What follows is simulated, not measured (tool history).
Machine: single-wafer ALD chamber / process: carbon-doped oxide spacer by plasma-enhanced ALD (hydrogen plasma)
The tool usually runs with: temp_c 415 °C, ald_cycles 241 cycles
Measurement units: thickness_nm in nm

run,day,temp_c,ald_cycles,"read-back reference wafer on the same gauge, thickness_nm",thickness_nm
1,0.000,421,254,15.252,13.243
2,0.446,415,241,15.266,12.786
3,1.146,415,241,15.276,12.826
4,1.692,415,241,15.283,12.791
5,2.229,411,241,15.289,12.961
6,2.746,411,241,15.293,12.964
7,3.467,415,264,15.304,14.059
8,4.021,412,222,15.321,11.887
9,4.521,412,222,15.321,11.931
10,5.075,412,222,15.322,11.920
11,5.754,415,241,15.328,12.912
12,6.192,421,228,15.343,11.952
13,6.538,421,228,15.342,12.009
14,7.133,419,241,15.371,12.784
15,7.554,419,241,15.368,12.752
16,8.296,415,241,15.373,12.924
17,8.838,415,217,15.384,11.602
# day 9.058: gauge calibrated
18,9.458,415,217,15.232,11.523
19,9.796,415,217,15.238,11.560
20,10.046,422,262,15.244,13.621
21,10.433,415,212,15.264,11.222
22,11.175,415,212,15.279,11.270
# day 12.046: thermocouple changed; heater temperature recalibrated
23,12.067,420,276,15.279,14.522
24,12.092,415,222,15.291,11.792
25,12.692,402,207,15.276,11.445
26,13.154,415,241,15.291,12.836
27,13.771,426,214,15.294,11.047
28,14.304,422,197,15.329,10.324
29,14.558,409,257,15.308,13.904
30,15.200,403,217,15.338,11.972
31,15.767,405,263,15.331,14.486
32,16.033,421,277,15.331,14.579
33,16.592,415,241,15.357,12.848
34,16.933,415,209,15.359,11.144
35,17.217,404,210,15.351,11.605
36,17.546,402,193,15.345,10.685
37,18.142,415,241,15.369,12.938
38,18.458,415,208,15.375,11.130
39,18.717,426,241,15.379,12.520
40,19.021,420,196,15.387,10.340
41,19.358,415,241,15.391,12.902
42,20.042,428,227,15.404,11.758
43,20.771,421,225,15.400,11.857
44,21.517,400,193,15.429,10.837
45,23.642,415,241,15.443,12.984

What the log doesn't show, run by run:
wafer temperature above the value expected at the setpoint (K): 0 in every run
H1: gauge reads high (%)
run,H1
1,0.361
2,0.404
3,0.471
4,0.524
5,0.575
6,0.625
7,0.694
8,0.747
9,0.795
10,0.849
11,0.914
12,0.956
13,0.989
14,1.05
15,1.09
16,1.16
17,1.21
18,0.28
19,0.313
20,0.337
21,0.374
22,0.445
23,0.531
24,0.533
25,0.591
26,0.635
27,0.694
28,0.745
29,0.77
30,0.831
31,0.886
32,0.911
33,0.965
34,0.998
35,1.03
36,1.06
37,1.11
38,1.14
39,1.17
40,1.2
41,1.23
42,1.3
43,1.37
44,1.44
45,1.64

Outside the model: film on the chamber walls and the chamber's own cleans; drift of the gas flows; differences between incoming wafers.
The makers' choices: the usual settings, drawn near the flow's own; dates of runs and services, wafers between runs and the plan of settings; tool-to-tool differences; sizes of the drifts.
